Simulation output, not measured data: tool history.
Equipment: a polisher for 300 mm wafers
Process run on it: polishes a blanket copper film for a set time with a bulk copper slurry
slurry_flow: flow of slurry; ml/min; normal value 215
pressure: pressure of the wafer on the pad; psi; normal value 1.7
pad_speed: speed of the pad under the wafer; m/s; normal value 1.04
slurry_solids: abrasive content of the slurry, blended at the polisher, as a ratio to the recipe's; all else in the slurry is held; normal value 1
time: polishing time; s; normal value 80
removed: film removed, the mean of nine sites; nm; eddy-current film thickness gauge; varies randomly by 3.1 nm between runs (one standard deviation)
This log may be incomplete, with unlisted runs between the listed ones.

run,day,slurry_flow,pressure,pad_speed,slurry_solids,time,"incoming thickness of the incoming film, nm",removed
1,0,215,1.7,1.04,1,74,4693.7,408.4
2,0.708,215,1.7,1.04,1,74,4678.5,407.7
# day 1.042: slurry nozzle cleaned
# day 1.529: worn pad replaced by a new one
3,1.725,215,2,1.04,1,80,4715.7,545.6
4,2.421,215,2,1.04,1,80,4745,536.7
5,3.871,200,1.7,1.04,1,80,4751.6,446.2
6,5.183,200,1.7,1.04,1,80,4810.6,437.2
7,5.925,215,1.7,1.04,1,80,4785.8,443.1
8,7.304,215,1.7,1.04,1,80,4728.5,439.1
9,7.904,215,1.7,1.04,1,80,4653.6,438.5
# day 8.138: slurry blender recalibrated
# day 8.725: slurry nozzle cleaned
10,9.804,215,1.5,1.04,1,80,4736.8,398.5
# day 10.383: worn pad replaced by a new one
11,10.45,215,1.5,1.04,1,80,4741.9,396.6
12,11.833,215,1.5,1.04,1,80,4712.5,393.3
# day 12.042: head pressure recalibrated
13,12.775,275,1.7,1.04,1,80,4751.4,492.8
14,13.746,215,1.7,1.04,1,80,4624.2,471
15,14.45,215,1.5,1.04,1,80,4701.8,414.2
16,15.496,215,1.7,1.04,1,80,4735.3,470.4
# day 16.229: slurry nozzle cleaned
17,16.383,215,1.7,1.04,1,80,4642.9,492.8
# day 16.808: slurry blender recalibrated
18,17.317,215,1.4,0.7,1,80,4740.5,279.1
# day 18.425: worn pad replaced by a new one
19,18.788,275,1.7,1.04,1,80,4711.7,487.6
20,19.288,185,2.3,1.04,1,64,4753.7,502.7
21,20.45,185,1.7,1.04,1,80,4636.1,460.1
22,21.817,155,2.1,0.9,1,80,4652,479.4
23,23.217,215,1.7,0.8,1,80,4751.9,364.2
# day 24.45: slurry nozzle cleaned
# day 25.575: slurry blender recalibrated
24,25.596,215,1.9,1.04,1,80,4717.3,531.2
# day 26.042: worn pad replaced by a new one
25,27.033,215,1.7,1.04,1,80,4698.5,472.9
26,27.742,215,1.7,1.04,1,100,4806.6,575.7
27,29.488,215,1.1,1.4,0.7,80,4709.8,367.8
28,30.838,290,1.7,0.84,0.7,60,4690.8,271.7
29,31.7,215,1.7,1.04,1,80,4705.1,455.3
30,32.796,255,1.2,0.86,1,57,4724.8,194

List, for all runs, the conditions of the tool that the log does not record:
removal rate lost through wear of the pad, %: 0, the same for each run
abrasive missing from the slurry, %: 0, the same for each run
H1: slurry flow missing at the pad, %
H2: deviation of the head's pressure from its setpoint, %
run,H1,H2
1,43.9,-5.06
2,44.4,-5.19
3,10.3,-5.37
4,17.6,-5.49
5,28,-5.75
6,33.7,-5.98
7,35.9,-6.12
8,38.8,-6.36
9,39.6,-6.47
10,14.8,-6.81
11,20.7,-6.92
12,29.5,-7.17
13,33.5,0.737
14,36.4,0.564
15,38,0.439
16,39.7,0.252
17,2.37,0.0942
18,13.7,-0.072
19,25.3,-0.334
20,28.1,-0.423
21,32.9,-0.63
22,36.5,-0.873
23,38.7,-1.12
24,19.9,-1.55
25,31.1,-1.8
26,34.8,-1.93
27,40.9,-2.24
28,43.5,-2.48
29,44.7,-2.63
30,45.7,-2.83
